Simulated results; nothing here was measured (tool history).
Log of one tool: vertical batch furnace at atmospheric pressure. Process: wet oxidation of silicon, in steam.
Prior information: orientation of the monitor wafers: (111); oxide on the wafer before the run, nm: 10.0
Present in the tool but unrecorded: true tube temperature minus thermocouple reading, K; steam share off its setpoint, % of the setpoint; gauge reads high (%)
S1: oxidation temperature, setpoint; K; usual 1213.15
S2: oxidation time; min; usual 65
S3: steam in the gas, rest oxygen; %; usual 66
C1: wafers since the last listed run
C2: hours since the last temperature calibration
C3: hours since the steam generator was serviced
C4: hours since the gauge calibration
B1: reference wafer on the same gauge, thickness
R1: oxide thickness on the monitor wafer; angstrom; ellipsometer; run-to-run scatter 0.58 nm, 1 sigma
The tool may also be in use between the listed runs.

run    hour       S1    S2  S3    C1      C2      C3      C4      B1      R1
  1       0  1206.15    58  66     0   236.3  3002.9   346.1  266.05  2180.2
  2    75.1  1206.15    58  66   966   311.4    3078   421.2  265.96  2194.7
  3   120.4  1213.15    65  66   582   356.7  3123.3   466.5  265.97  2522.2
  4   171.6  1213.15    65  66   658   407.9  3174.5   517.7  266.16  2520.3
  5   236.6  1213.15    65  66   836   472.9  3239.5   582.7  265.79  2506.7
  6   398.1  1213.15    81  66  2078   634.4    3401   744.2  265.83  2935.3
  7     492  1213.15    81  66  1208   728.3  3494.9   838.1   265.9  2931.2
  8   528.6  1213.15    81  66   470   764.9  3531.5   874.7  266.11  2929.1
  9   601.8  1213.15    65  66   941   838.1  3604.7   947.9  265.97  2507.2
 10   662.9  1213.15    65  66   786   899.2  3665.8    1009  266.21  2500.6
      722.3  -- steam generator serviced
 11   731.2  1213.15    65  66   570   967.5     8.9  1077.3  265.57  2598.4
 12   797.4  1213.15    65  66   851  1033.7    75.1  1143.5  266.39  2602.1
 13   858.3  1213.15    89  66   783  1094.6     136  1204.4  266.16  3251.9
 14   904.3  1213.15    89  66   591  1140.6     182  1250.4  265.65  3252.9
 15   941.1  1213.15    89  66   473  1177.4   218.8  1287.2  265.93  3267.1
 16  1002.4  1213.15    65  66   788  1238.7   280.1  1348.5  266.07    2606
 17  1060.9  1213.15    65  66   752  1297.2   338.6    1407  265.98    2605
 18  1111.1  1213.15    92  70   645  1347.4   388.8  1457.2  266.21  3477.9
 19  1192.2  1213.15    65  77  1043  1428.5   469.9  1538.3  266.35  2916.5
 20  1269.6  1213.15    65  66   995  1505.9   547.3  1615.7  265.68  2607.6
 21  1366.4  1220.15    75  66  1245  1602.7   644.1  1712.5  265.96    3048
 22  1417.2  1205.15    65  66   653  1653.5   694.9  1763.3  266.08  2452.2
 23  1454.6  1193.15  51.5  71   481  1690.9   732.3  1800.7  266.12    1958
 24    1505  1213.15    65  66   648  1741.3   782.7  1851.1  265.91  2623.4
     1577.5  -- thermocouples replaced and temperature profile calibrated
 25    1578  1213.15  50.5  59   630     0.5   855.7  1924.1  266.04  1965.5
 26  1624.1  1226.15    65  66   593    46.6   901.8  1970.2  266.04    2864
 27  1710.7  1206.15    58  66  1114   133.2   988.4  2056.8  266.04  2241.5
     1741.7  -- gauge calibrated
 28  1784.4  1213.15  86.5  54   948   206.9  1062.1    42.7  265.95    2745
 29  1871.7  1213.15    76  71  1123   294.2  1149.4     130   266.1  3029.9
 30  1954.8  1205.15  79.5  66  1069   377.3  1232.5   213.1  266.07  2793.3
 31  2001.8  1213.15    81  66   604   424.3  1279.5   260.1  265.94  3014.8
 32  2072.8  1213.15    65  55   913   495.3  1350.5   331.1  266.15  2263.1
 33  2147.3  1198.15    92  66   958   569.8    1425   405.6  265.98  2943.1
 34  2201.3  1230.15    65  55   694   623.8    1479   459.6  265.94  2600.3
 35  2241.3  1205.15    65  66   514   663.8    1519   499.6  266.26  2406.9
 36  2308.6  1226.15    65  66   865   731.1  1586.3   566.9  265.97    2868
 37  2360.5  1230.15    97  75   667     783  1638.2   618.8  266.03  4203.6

List, for all runs, the conditions of the tool that the log does not record:
gauge reads high (%): 0 on each run
H1: true tube temperature minus thermocouple reading, K
H2: steam share off its setpoint, % of the setpoint
run     H1      H2
  1  0.252   -3.68
  2  0.277   -3.85
  3  0.296   -3.95
  4  0.321   -4.07
  5  0.357   -4.23
  6   0.47   -4.62
  7   0.55   -4.86
  8  0.584   -4.96
  9  0.658   -5.15
 10  0.725   -5.32
 11  0.805  -0.233
 12  0.889  -0.235
 13   0.97  -0.239
 14   1.03  -0.245
 15   1.09   -0.25
 16   1.18  -0.262
 17   1.27  -0.275
 18   1.36  -0.289
 19    1.5  -0.315
 20   1.64  -0.344
 21   1.83  -0.387
 22   1.94  -0.412
 23   2.01  -0.432
 24   2.12   -0.46
 25  0.265  -0.505
 26  0.267  -0.535
 27  0.277  -0.595
 28  0.292  -0.652
 29   0.32  -0.723
 30  0.355  -0.797
 31  0.379  -0.841
 32   0.42   -0.91
 33   0.47  -0.987
 34   0.51   -1.05
 35  0.543   -1.09
 36  0.602   -1.17
 37  0.651   -1.23
